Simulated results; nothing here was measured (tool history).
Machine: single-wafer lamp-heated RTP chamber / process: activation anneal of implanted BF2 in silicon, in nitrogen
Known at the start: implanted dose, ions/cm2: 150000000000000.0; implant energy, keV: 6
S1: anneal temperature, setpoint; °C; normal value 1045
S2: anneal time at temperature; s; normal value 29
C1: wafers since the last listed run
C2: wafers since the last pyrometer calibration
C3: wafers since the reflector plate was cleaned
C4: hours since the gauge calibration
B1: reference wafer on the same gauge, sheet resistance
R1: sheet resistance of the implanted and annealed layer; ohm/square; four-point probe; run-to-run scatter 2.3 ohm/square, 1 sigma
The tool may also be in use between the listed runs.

{"run": 1, "hour": 0.0, "S1": 1045, "S2": 29, "C1": 0, "C2": 1877, "C3": 6800, "C4": 168.8, "B1": 868.41, "R1": 809.66}
{"run": 2, "hour": 23.0, "S1": 1045, "S2": 29, "C1": 251, "C2": 2129, "C3": 7052, "C4": 191.8, "B1": 867.69, "R1": 813.18}
{"run": 3, "hour": 43.0, "S1": 1045, "S2": 29, "C1": 219, "C2": 2348, "C3": 7271, "C4": 211.8, "B1": 867.48, "R1": 811.89}
{"run": 4, "hour": 77.6, "S1": 1045, "S2": 25, "C1": 379, "C2": 2727, "C3": 7651, "C4": 246.4, "B1": 868.69, "R1": 820.03}
{"run": 5, "hour": 107.1, "S1": 1045, "S2": 25, "C1": 323, "C2": 3051, "C3": 7974, "C4": 275.9, "B1": 867.79, "R1": 816.51}
{"run": 6, "hour": 125.0, "S1": 1045, "S2": 29, "C1": 196, "C2": 3247, "C3": 8170, "C4": 293.8, "B1": 868.92, "R1": 808.62}
{"run": 7, "hour": 149.2, "S1": 1045, "S2": 29, "C1": 265, "C2": 3512, "C3": 8435, "C4": 318.0, "B1": 867.6, "R1": 808.62}
{"run": 8, "hour": 165.1, "S1": 1045, "S2": 29, "C1": 174, "C2": 3686, "C3": 8609, "C4": 333.9, "B1": 867.4, "R1": 811.78}
{"run": 9, "hour": 179.9, "S1": 1045, "S2": 29, "C1": 162, "C2": 3848, "C3": 8771, "C4": 348.7, "B1": 869.14, "R1": 809.41}
{"run": 10, "hour": 196.5, "S1": 1045, "S2": 29, "C1": 181, "C2": 4030, "C3": 8953, "C4": 365.3, "B1": 868.22, "R1": 802.54}
{"run": 11, "hour": 229.1, "S1": 1045, "S2": 29, "C1": 357, "C2": 4387, "C3": 9310, "C4": 397.9, "B1": 867.95, "R1": 803.09}
{"run": 12, "hour": 247.3, "S1": 1045, "S2": 29, "C1": 199, "C2": 4587, "C3": 9510, "C4": 416.1, "B1": 869.61, "R1": 804.91}
{"run": 13, "hour": 278.0, "S1": 1038, "S2": 29, "C1": 336, "C2": 4923, "C3": 9846, "C4": 446.8, "B1": 867.84, "R1": 812.38}
{"run": 14, "hour": 304.5, "S1": 1038, "S2": 29, "C1": 290, "C2": 5213, "C3": 10136, "C4": 473.3, "B1": 867.07, "R1": 814.47}
{"hour": 332.9, "done": "reflector plate cleaned"}
{"run": 15, "hour": 335.5, "S1": 1060, "S2": 29, "C1": 251, "C2": 5465, "C3": 28, "C4": 504.3, "B1": 867.75, "R1": 788.37}
{"run": 16, "hour": 350.0, "S1": 1066, "S2": 23, "C1": 158, "C2": 5624, "C3": 187, "C4": 518.8, "B1": 868.97, "R1": 792.91}
{"hour": 371.2, "done": "pyrometer window cleaned and pyrometer calibrated"}
{"run": 17, "hour": 371.7, "S1": 1070, "S2": 29, "C1": 150, "C2": 5, "C3": 337, "C4": 540.5, "B1": 868.28, "R1": 784.18}
{"run": 18, "hour": 384.9, "S1": 1022, "S2": 38, "C1": 144, "C2": 150, "C3": 481, "C4": 553.7, "B1": 869.05, "R1": 826.99}
{"run": 19, "hour": 408.6, "S1": 1045, "S2": 29, "C1": 259, "C2": 410, "C3": 741, "C4": 577.4, "B1": 868.0, "R1": 812.86}
{"run": 20, "hour": 435.9, "S1": 1070, "S2": 29, "C1": 299, "C2": 709, "C3": 1040, "C4": 604.7, "B1": 867.48, "R1": 785.44}
{"run": 21, "hour": 469.4, "S1": 1045, "S2": 29, "C1": 367, "C2": 1076, "C3": 1407, "C4": 638.2, "B1": 867.5, "R1": 807.12}
{"run": 22, "hour": 499.1, "S1": 1045, "S2": 45, "C1": 325, "C2": 1401, "C3": 1732, "C4": 667.9, "B1": 867.93, "R1": 790.23}
{"hour": 513.4, "done": "gauge calibrated"}
{"run": 23, "hour": 514.3, "S1": 1027, "S2": 22, "C1": 166, "C2": 1568, "C3": 1899, "C4": 0.9, "B1": 869.1, "R1": 836.55}
{"run": 24, "hour": 526.9, "S1": 1045, "S2": 35, "C1": 138, "C2": 1706, "C3": 2037, "C4": 13.5, "B1": 867.61, "R1": 800.04}
{"run": 25, "hour": 560.3, "S1": 1017, "S2": 23, "C1": 365, "C2": 2072, "C3": 2403, "C4": 46.9, "B1": 868.82, "R1": 845.94}
{"run": 26, "hour": 577.7, "S1": 1060, "S2": 19, "C1": 190, "C2": 2262, "C3": 2594, "C4": 64.3, "B1": 868.3, "R1": 814.16}
{"run": 27, "hour": 607.8, "S1": 1045, "S2": 29, "C1": 329, "C2": 2592, "C3": 2923, "C4": 94.4, "B1": 869.61, "R1": 809.34}
{"run": 28, "hour": 642.9, "S1": 1019, "S2": 23, "C1": 384, "C2": 2977, "C3": 3308, "C4": 129.5, "B1": 868.52, "R1": 842.49}

Branching from run 28: 5 alternative next runs. What would each branch give?
{"run": "A", "hour": 643.3, "S1": 1045, "S2": 46, "C1": 4, "C2": 2981, "C3": 3312, "C4": 129.9, "B1": "?", "R1": "?"}
{"run": "B", "hour": 643.3, "S1": 1045, "S2": 33, "C1": 4, "C2": 2981, "C3": 3312, "C4": 129.9, "B1": "?", "R1": "?"}
{"run": "C", "hour": 643.3, "S1": 1045, "S2": 16, "C1": 4, "C2": 2981, "C3": 3312, "C4": 129.9, "B1": "?", "R1": "?"}
{"run": "D", "hour": 643.3, "S1": 1053, "S2": 17, "C1": 4, "C2": 2981, "C3": 3312, "C4": 129.9, "B1": "?", "R1": "?"}
{"run": "E", "hour": 643.3, "S1": 1054, "S2": 33, "C1": 4, "C2": 2981, "C3": 3312, "C4": 129.9, "B1": "?", "R1": "?"}

run=A B1=867.43 R1=784.79
run=B B1=867.43 R1=800.70
run=C B1=867.43 R1=833.59
run=D B1=867.43 R1=824.14
run=E B1=867.43 R1=791.93
With the hidden condition removed and each run's random variation left untouched, the same runs would have given:
run=A R1=788.60
run=B R1=804.43
run=C R1=836.77
run=D R1=827.45
run=E R1=795.67

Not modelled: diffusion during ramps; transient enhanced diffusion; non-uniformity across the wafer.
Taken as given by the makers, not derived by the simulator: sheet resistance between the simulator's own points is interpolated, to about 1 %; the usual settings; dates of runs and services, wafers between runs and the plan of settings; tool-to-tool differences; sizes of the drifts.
